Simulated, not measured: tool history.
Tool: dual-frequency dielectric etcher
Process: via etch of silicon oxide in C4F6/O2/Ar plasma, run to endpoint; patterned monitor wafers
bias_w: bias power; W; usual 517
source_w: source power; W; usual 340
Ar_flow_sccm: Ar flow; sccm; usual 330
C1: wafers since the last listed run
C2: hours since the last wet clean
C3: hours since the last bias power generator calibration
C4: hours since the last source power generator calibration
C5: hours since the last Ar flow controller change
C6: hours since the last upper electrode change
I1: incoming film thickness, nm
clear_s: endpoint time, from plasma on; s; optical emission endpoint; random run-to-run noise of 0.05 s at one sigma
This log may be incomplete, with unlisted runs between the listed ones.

{"run": 1, "hour": 0.0, "bias_w": 578, "source_w": 400, "Ar_flow_sccm": 330, "C1": 0, "C2": 26.6, "C3": 2180.2, "C4": 2451.1, "C5": 1522.1, "C6": 4349.6, "I1": 74.3, "clear_s": 14.9}
{"run": 2, "hour": 20.3, "bias_w": 578, "source_w": 400, "Ar_flow_sccm": 330, "C1": 193, "C2": 46.9, "C3": 2200.5, "C4": 2471.4, "C5": 1542.4, "C6": 4369.9, "I1": 73.5, "clear_s": 14.8}
{"run": 3, "hour": 38.1, "bias_w": 578, "source_w": 400, "Ar_flow_sccm": 330, "C1": 169, "C2": 64.7, "C3": 2218.3, "C4": 2489.2, "C5": 1560.2, "C6": 4387.7, "I1": 73.0, "clear_s": 14.8}
{"run": 4, "hour": 68.6, "bias_w": 517, "source_w": 340, "Ar_flow_sccm": 353, "C1": 291, "C2": 95.2, "C3": 2248.8, "C4": 2519.7, "C5": 1590.7, "C6": 4418.2, "I1": 73.0, "clear_s": 17.0}
{"run": 5, "hour": 103.4, "bias_w": 517, "source_w": 340, "Ar_flow_sccm": 353, "C1": 332, "C2": 130.0, "C3": 2283.6, "C4": 2554.5, "C5": 1625.5, "C6": 4453.0, "I1": 73.6, "clear_s": 17.2}
{"run": 6, "hour": 124.5, "bias_w": 517, "source_w": 340, "Ar_flow_sccm": 353, "C1": 201, "C2": 151.1, "C3": 2304.7, "C4": 2575.6, "C5": 1646.6, "C6": 4474.1, "I1": 73.7, "clear_s": 17.2}
{"run": 7, "hour": 159.4, "bias_w": 517, "source_w": 340, "Ar_flow_sccm": 330, "C1": 333, "C2": 186.0, "C3": 2339.6, "C4": 2610.5, "C5": 1681.5, "C6": 4509.0, "I1": 73.3, "clear_s": 17.1}
{"run": 8, "hour": 193.2, "bias_w": 517, "source_w": 340, "Ar_flow_sccm": 330, "C1": 322, "C2": 219.8, "C3": 2373.4, "C4": 2644.3, "C5": 1715.3, "C6": 4542.8, "I1": 73.4, "clear_s": 17.1}
{"run": 9, "hour": 228.2, "bias_w": 517, "source_w": 340, "Ar_flow_sccm": 330, "C1": 334, "C2": 254.8, "C3": 2408.4, "C4": 2679.3, "C5": 1750.3, "C6": 4577.8, "I1": 73.6, "clear_s": 17.2}
{"run": 10, "hour": 251.2, "bias_w": 517, "source_w": 340, "Ar_flow_sccm": 330, "C1": 219, "C2": 277.8, "C3": 2431.4, "C4": 2702.3, "C5": 1773.3, "C6": 4600.8, "I1": 74.2, "clear_s": 17.3}
{"hour": 265.4, "done": "source power generator calibrated"}
{"hour": 277.0, "done": "bias power generator calibrated"}
{"run": 11, "hour": 277.8, "bias_w": 517, "source_w": 340, "Ar_flow_sccm": 330, "C1": 177, "C2": 304.4, "C3": 0.8, "C4": 12.4, "C5": 1799.9, "C6": 4627.4, "I1": 74.4, "clear_s": 17.4}
{"run": 12, "hour": 290.4, "bias_w": 594, "source_w": 340, "Ar_flow_sccm": 387, "C1": 120, "C2": 317.0, "C3": 13.4, "C4": 25.0, "C5": 1812.5, "C6": 4640.0, "I1": 73.1, "clear_s": 16.0}
{"run": 13, "hour": 310.8, "bias_w": 517, "source_w": 340, "Ar_flow_sccm": 330, "C1": 194, "C2": 337.4, "C3": 33.8, "C4": 45.4, "C5": 1832.9, "C6": 4660.4, "I1": 73.7, "clear_s": 17.4}
{"run": 14, "hour": 332.6, "bias_w": 581, "source_w": 410, "Ar_flow_sccm": 307, "C1": 208, "C2": 359.2, "C3": 55.6, "C4": 67.2, "C5": 1854.7, "C6": 4682.2, "I1": 73.4, "clear_s": 14.8}
{"run": 15, "hour": 352.6, "bias_w": 517, "source_w": 340, "Ar_flow_sccm": 330, "C1": 190, "C2": 379.2, "C3": 75.6, "C4": 87.2, "C5": 1874.7, "C6": 4702.2, "I1": 74.2, "clear_s": 17.4}
{"run": 16, "hour": 369.5, "bias_w": 517, "source_w": 400, "Ar_flow_sccm": 330, "C1": 161, "C2": 396.1, "C3": 92.5, "C4": 104.1, "C5": 1891.6, "C6": 4719.1, "I1": 72.9, "clear_s": 16.1}
{"hour": 387.6, "done": "Ar flow controller replaced"}
{"run": 17, "hour": 388.1, "bias_w": 449, "source_w": 300, "Ar_flow_sccm": 330, "C1": 120, "C2": 414.7, "C3": 111.1, "C4": 122.7, "C5": 0.5, "C6": 4737.7, "I1": 73.9, "clear_s": 20.2}
{"hour": 417.8, "done": "wet clean of the chamber"}
{"hour": 422.0, "done": "upper electrode replaced"}
{"run": 18, "hour": 422.5, "bias_w": 517, "source_w": 340, "Ar_flow_sccm": 330, "C1": 59, "C2": 4.7, "C3": 145.5, "C4": 157.1, "C5": 34.9, "C6": 0.5, "I1": 73.1, "clear_s": 16.8}
{"run": 19, "hour": 431.8, "bias_w": 558, "source_w": 400, "Ar_flow_sccm": 390, "C1": 88, "C2": 14.0, "C3": 154.8, "C4": 166.4, "C5": 44.2, "C6": 9.8, "I1": 73.5, "clear_s": 15.4}
{"run": 20, "hour": 459.6, "bias_w": 517, "source_w": 340, "Ar_flow_sccm": 378, "C1": 265, "C2": 41.8, "C3": 182.6, "C4": 194.2, "C5": 72.0, "C6": 37.6, "I1": 74.0, "clear_s": 17.4}
{"run": 21, "hour": 474.5, "bias_w": 517, "source_w": 340, "Ar_flow_sccm": 330, "C1": 142, "C2": 56.7, "C3": 197.5, "C4": 209.1, "C5": 86.9, "C6": 52.5, "I1": 73.5, "clear_s": 17.0}
{"run": 22, "hour": 493.3, "bias_w": 517, "source_w": 410, "Ar_flow_sccm": 307, "C1": 179, "C2": 75.5, "C3": 216.3, "C4": 227.9, "C5": 105.7, "C6": 71.3, "I1": 73.9, "clear_s": 15.7}
{"run": 23, "hour": 516.9, "bias_w": 453, "source_w": 300, "Ar_flow_sccm": 392, "C1": 225, "C2": 99.1, "C3": 239.9, "C4": 251.5, "C5": 129.3, "C6": 94.9, "I1": 73.9, "clear_s": 19.9}
{"run": 24, "hour": 533.4, "bias_w": 517, "source_w": 300, "Ar_flow_sccm": 251, "C1": 157, "C2": 115.6, "C3": 256.4, "C4": 268.0, "C5": 145.8, "C6": 111.4, "I1": 73.2, "clear_s": 17.4}
{"run": 25, "hour": 584.5, "bias_w": 517, "source_w": 340, "Ar_flow_sccm": 330, "C1": 487, "C2": 166.7, "C3": 307.5, "C4": 319.1, "C5": 196.9, "C6": 162.5, "I1": 74.3, "clear_s": 17.3}
{"run": 26, "hour": 599.8, "bias_w": 517, "source_w": 340, "Ar_flow_sccm": 330, "C1": 146, "C2": 182.0, "C3": 322.8, "C4": 334.4, "C5": 212.2, "C6": 177.8, "I1": 73.5, "clear_s": 17.1}

Consider 4 possible next runs. They are alternatives, not a sequence: every one starts from the tool as it was left by run 26. What does each give?
{"run": "A", "hour": 600.2, "bias_w": 517, "source_w": 340, "Ar_flow_sccm": 330, "C1": 3, "C2": 182.4, "C3": 323.2, "C4": 334.8, "C5": 212.6, "C6": 178.2, "I1": 73.4, "clear_s": "?"}
{"run": "B", "hour": 600.2, "bias_w": 437, "source_w": 310, "Ar_flow_sccm": 262, "C1": 3, "C2": 182.4, "C3": 323.2, "C4": 334.8, "C5": 212.6, "C6": 178.2, "I1": 73.4, "clear_s": "?"}
{"run": "C", "hour": 600.2, "bias_w": 555, "source_w": 340, "Ar_flow_sccm": 391, "C1": 3, "C2": 182.4, "C3": 323.2, "C4": 334.8, "C5": 212.6, "C6": 178.2, "I1": 73.4, "clear_s": "?"}
{"run": "D", "hour": 600.2, "bias_w": 458, "source_w": 300, "Ar_flow_sccm": 330, "C1": 3, "C2": 182.4, "C3": 323.2, "C4": 334.8, "C5": 212.6, "C6": 178.2, "I1": 73.4, "clear_s": "?"}

run=A clear_s=17.1
run=B clear_s=19.3
run=C clear_s=16.6
run=D clear_s=19.4
Without the tool's hidden state the same runs would have given:
run=A clear_s=16.7
run=B clear_s=18.9
run=C clear_s=16.3
run=D clear_s=19.0
